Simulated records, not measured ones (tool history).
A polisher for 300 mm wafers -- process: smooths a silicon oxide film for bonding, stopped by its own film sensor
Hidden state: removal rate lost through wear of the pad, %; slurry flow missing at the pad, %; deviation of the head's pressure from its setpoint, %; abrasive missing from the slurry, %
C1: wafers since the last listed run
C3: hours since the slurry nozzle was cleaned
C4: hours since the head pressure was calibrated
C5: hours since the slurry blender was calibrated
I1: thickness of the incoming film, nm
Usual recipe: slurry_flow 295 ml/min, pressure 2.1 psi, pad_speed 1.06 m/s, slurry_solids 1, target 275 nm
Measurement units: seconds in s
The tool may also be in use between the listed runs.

Run 1, day 0: usual settings but pressure 2.4 psi, slurry_solids 0.9; C1 0; wafers polished on this pad 1021; C3 45.4; C4 90.5; C5 229.8; I1 331.1. Result: seconds 59.6 s.
Run 2, day 2.504: usual settings but slurry_flow 240 ml/min, pressure 2.5 psi; C1 533; wafers polished on this pad 1554; C3 105.5; C4 150.6; C5 289.9; I1 329.3. Result: seconds 54.3 s.
At day 3.738: slurry blender recalibrated.
Run 3, day 6.538: usual settings; C1 841; wafers polished on this pad 2396; C3 202.3; C4 247.4; C5 67.2; I1 331.5. Result: seconds 59.4 s.
At day 7.467: worn pad replaced by a new one.
Run 4, day 8.838: usual settings; C1 454; wafers polished on this pad 292; C3 257.5; C4 302.6; C5 122.4; I1 330.3. Result: seconds 56.8 s.
Run 5, day 12.775: usual settings; C1 839; wafers polished on this pad 1131; C3 352; C4 397.1; C5 216.9; I1 331. Result: seconds 60.9 s.
At day 15.442: slurry blender recalibrated.
Run 6, day 16.083: usual settings but slurry_solids 0.9; C1 687; wafers polished on this pad 1819; C3 431.4; C4 476.5; C5 15.4; I1 334.4. Result: seconds 65.2 s.
At day 18.021: worn pad replaced by a new one.
Run 7, day 19.558: usual settings but slurry_solids 0.8; C1 705; wafers polished on this pad 327; C3 514.8; C4 559.9; C5 98.8; I1 334.1. Result: seconds 75.1 s.
Run 8, day 23.204: usual settings but slurry_solids 0.8; C1 777; wafers polished on this pad 1105; C3 602.3; C4 647.4; C5 186.3; I1 332.1. Result: seconds 77.3 s.
Run 9, day 25.729: usual settings but slurry_solids 0.8; C1 538; wafers polished on this pad 1643; C3 662.9; C4 708; C5 246.9; I1 324. Result: seconds 67.8 s.
At day 26.354: slurry blender recalibrated.
At day 26.775: head pressure recalibrated.
Run 10, day 27.583: usual settings; C1 359; wafers polished on this pad 2002; C3 707.4; C4 19.4; C5 29.5; I1 330.5. Result: seconds 55.5 s.
At day 29.979: worn pad replaced by a new one.
Run 11, day 30.154: usual settings but slurry_flow 330 ml/min, pressure 2.7 psi, pad_speed 1.2 m/s, target 288 nm; C1 512; wafers polished on this pad 36; C3 769.1; C4 81.1; C5 91.2; I1 328.5. Result: seconds 30.3 s.
At day 30.6: slurry nozzle cleaned.
Run 12, day 31.821: usual settings but slurry_flow 230 ml/min, pressure 1.6 psi, slurry_solids 1.15, target 287 nm; C1 346; wafers polished on this pad 383; C3 29.3; C4 121.1; C5 131.2; I1 329.9. Result: seconds 51.5 s.
Run 13, day 33.871: usual settings but slurry_solids 0.8; C1 436; wafers polished on this pad 820; C3 78.5; C4 170.3; C5 180.4; I1 328.9. Result: seconds 71.3 s.
Run 14, day 37.233: usual settings but pad_speed 1.32 m/s, target 269 nm; C1 716; wafers polished on this pad 1537; C3 159.2; C4 251; C5 261.1; I1 333.3. Result: seconds 61.5 s.
At day 37.358: slurry blender recalibrated.
Run 15, day 38.958: usual settings but slurry_flow 235 ml/min, pressure 2.4 psi, slurry_solids 0.7; C1 349; wafers polished on this pad 1886; C3 200.6; C4 292.4; C5 38.4; I1 331.2. Result: seconds 76.6 s.
At day 40.892: worn pad replaced by a new one.
Run 16, day 42.725: usual settings; C1 767; wafers polished on this pad 391; C3 291; C4 382.8; C5 128.8; I1 330. Result: seconds 56.9 s.
Run 17, day 45.542: usual settings but slurry_flow 260 ml/min, slurry_solids 1.15, target 283 nm; C1 600; wafers polished on this pad 991; C3 358.6; C4 450.4; C5 196.4; I1 333.2. Result: seconds 47.5 s.
Run 18, day 48.512: usual settings but pressure 1.8 psi, pad_speed 0.86 m/s, slurry_solids 1.25, target 292 nm; C1 633; wafers polished on this pad 1624; C3 429.9; C4 521.7; C5 267.7; I1 333.3. Result: seconds 49.5 s.
At day 49.612: slurry blender recalibrated.
At day 52.025: worn pad replaced by a new one.
Run 19, day 52.175: usual settings; C1 727; wafers polished on this pad 32; C3 517.8; C4 609.6; C5 61.5; I1 324.7. Result: seconds 49 s.
Run 20, day 55.275: usual settings but slurry_solids 0.8; C1 660; wafers polished on this pad 692; C3 592.2; C4 684; C5 135.9; I1 335.3. Result: seconds 79.8 s.

Consider 4 possible next runs. They are alternatives, not a sequence: every one starts from the tool as it was left by run 20. What does each give?
Run A, day 55.296: usual settings but slurry_solids 0.85; C1 4; wafers polished on this pad 697; C3 592.7; C4 684.5; C5 136.4; I1 332.8. Result: seconds ?.
Run B, day 55.296: usual settings but slurry_flow 225 ml/min, pressure 1.4 psi, slurry_solids 0.75; C1 4; wafers polished on this pad 697; C3 592.7; C4 684.5; C5 136.4; I1 332.8. Result: seconds ?.
Run C, day 55.296: usual settings but slurry_flow 370 ml/min, slurry_solids 0.8, target 261 nm; C1 4; wafers polished on this pad 697; C3 592.7; C4 684.5; C5 136.4; I1 332.8. Result: seconds ?.
Run D, day 55.296: usual settings but pad_speed 0.88 m/s; C1 4; wafers polished on this pad 697; C3 592.7; C4 684.5; C5 136.4; I1 332.8. Result: seconds ?.

run  seconds
  A     69.9
  B    111.8
  C     91.3
  D     67.9
With the hidden condition removed and each run's random variation left untouched, the same runs would have given:
run  seconds
  A     65.4
  B    103.7
  C       85
  D     64.1

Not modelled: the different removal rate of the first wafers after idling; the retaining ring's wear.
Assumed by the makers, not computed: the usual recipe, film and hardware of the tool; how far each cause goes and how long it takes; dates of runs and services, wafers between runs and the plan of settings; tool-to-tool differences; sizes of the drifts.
